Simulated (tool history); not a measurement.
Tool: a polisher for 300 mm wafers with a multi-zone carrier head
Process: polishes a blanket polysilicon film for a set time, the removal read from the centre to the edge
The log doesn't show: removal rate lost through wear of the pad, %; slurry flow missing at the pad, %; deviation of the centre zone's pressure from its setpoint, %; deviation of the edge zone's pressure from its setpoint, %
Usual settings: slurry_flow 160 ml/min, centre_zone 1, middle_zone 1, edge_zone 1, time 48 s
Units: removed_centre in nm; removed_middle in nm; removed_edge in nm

| run | hour | slurry_flow | centre_zone | middle_zone | edge_zone | time | wafers since the last listed run | wafers polished on this pad | hours since the slurry nozzle was cleaned | hours since the centre zone pressure was calibrated | hours since the edge zone pressure was calibrated | hours since the carrier head's membrane was replaced | incoming thickness of the incoming film, nm | removed_centre | removed_middle | removed_edge |
|---|---|---|---|---|---|---|---|---|---|---|---|---|---|---|---|---|
| 1 | 0 | 160 | 1.09 | 1 | 0.91 | 48 | 0 | 1607 | 130.6 | 168.2 | 35.2 | 1775.1 | 1029.7 | 240.3 | 212.6 | 204 |
| 2 | 24.3 | 160 | 1.09 | 1 | 0.91 | 48 | 152 | 1760 | 154.9 | 192.5 | 59.5 | 1799.4 | 1028.5 | 231.2 | 212.2 | 207 |
| 3 | 50.5 | 160 | 1 | 1 | 1 | 48 | 164 | 1925 | 181.1 | 218.7 | 85.7 | 1825.6 | 1027.7 | 210 | 212.2 | 218.2 |
|  | 91.9 | carrier head's membrane replaced by a new one |
| 4 | 92.4 | 160 | 1 | 1 | 1 | 48 | 231 | 2157 | 223 | 260.6 | 127.6 | 0.5 | 1037.6 | 208.9 | 205.7 | 216.9 |
| 5 | 117 | 185 | 1 | 0.94 | 1.05 | 48 | 154 | 2311 | 247.6 | 285.2 | 152.2 | 25.1 | 1040.7 | 214.9 | 203.5 | 222.5 |
|  | 141.5 | worn pad replaced by a new one |
| 6 | 200.8 | 160 | 1.11 | 1 | 1 | 56 | 501 | 372 | 331.4 | 369 | 236 | 108.9 | 1040.1 | 283.5 | 250.1 | 254.5 |
|  | 231.1 | slurry nozzle cleaned |
| 7 | 236.4 | 160 | 1 | 1 | 0.88 | 37 | 217 | 590 | 5.3 | 404.6 | 271.6 | 144.5 | 1026.4 | 177.1 | 177.8 | 166.3 |
| 8 | 267.1 | 185 | 1.05 | 1 | 1 | 62 | 193 | 783 | 36 | 435.3 | 302.3 | 175.2 | 1038.1 | 313.6 | 293.4 | 299.8 |
|  | 295.4 | edge zone pressure recalibrated |
| 9 | 295.9 | 160 | 1.07 | 1.08 | 1 | 48 | 168 | 951 | 64.8 | 464.1 | 0.5 | 204 | 1033 | 233.1 | 227.2 | 221.9 |
| 10 | 334.1 | 160 | 1 | 1 | 1 | 48 | 240 | 1191 | 103 | 502.3 | 38.7 | 242.2 | 1024 | 219.2 | 215.1 | 218.2 |
| 11 | 374.7 | 160 | 1 | 1 | 1.11 | 54 | 255 | 1447 | 143.6 | 542.9 | 79.3 | 282.8 | 1035.3 | 239.3 | 238.3 | 253 |
| 12 | 423.6 | 160 | 1 | 1 | 1 | 60 | 307 | 1754 | 192.5 | 591.8 | 128.2 | 331.7 | 1047 | 267.9 | 259.1 | 267.7 |
| 13 | 494 | 160 | 1.05 | 1 | 1 | 48 | 442 | 2197 | 262.9 | 662.2 | 198.6 | 402.1 | 1049.2 | 225.5 | 208.5 | 213.8 |
| 14 | 531.4 | 140 | 1 | 1 | 1 | 54 | 235 | 2432 | 300.3 | 699.6 | 236 | 439.5 | 1040.4 | 223.3 | 221.8 | 231.8 |
|  | 540.3 | worn pad replaced by a new one |
|  | 565.4 | slurry nozzle cleaned |
| 15 | 578 | 135 | 1 | 1 | 0.89 | 36 | 261 | 230 | 12.6 | 746.2 | 282.6 | 486.1 | 1040.1 | 168.8 | 165.3 | 164.4 |
|  | 620.7 | edge zone pressure recalibrated |
| 16 | 628.7 | 160 | 1 | 1 | 1 | 48 | 306 | 537 | 63.3 | 796.9 | 8 | 536.8 | 1019.7 | 227.3 | 220.3 | 221.3 |
| 17 | 686.9 | 160 | 1 | 1 | 1.03 | 48 | 365 | 903 | 121.5 | 855.1 | 66.2 | 595 | 1038.3 | 223.1 | 217.6 | 228.2 |
| 18 | 751.9 | 185 | 1 | 0.95 | 1 | 48 | 408 | 1311 | 186.5 | 920.1 | 131.2 | 660 | 1017.5 | 221.1 | 211.7 | 222.9 |
| 19 | 823 | 180 | 1 | 1 | 1 | 48 | 446 | 1758 | 257.6 | 991.2 | 202.3 | 731.1 | 1026.8 | 222 | 211.4 | 222.3 |
| 20 | 882.4 | 160 | 1 | 1 | 1 | 48 | 373 | 2132 | 317 | 1050.6 | 261.7 | 790.5 | 1031.7 | 208.7 | 204.4 | 217.8 |

Run 21 comes next. What will it give?
| 21 | 920.3 | 195 | 1 | 1 | 1 | 48 | 238 | 2370 | 354.9 | 1088.5 | 299.6 | 828.4 | 1025.3 | ? | ? | ? |

Run 21 gave removed_centre 220.6 nm, removed_middle 214.9 nm, removed_edge 218.8 nm.
Without the tool's hidden state the same run would have given removed_centre 252.3 nm, removed_middle 244.1 nm, removed_edge 245.1 nm.
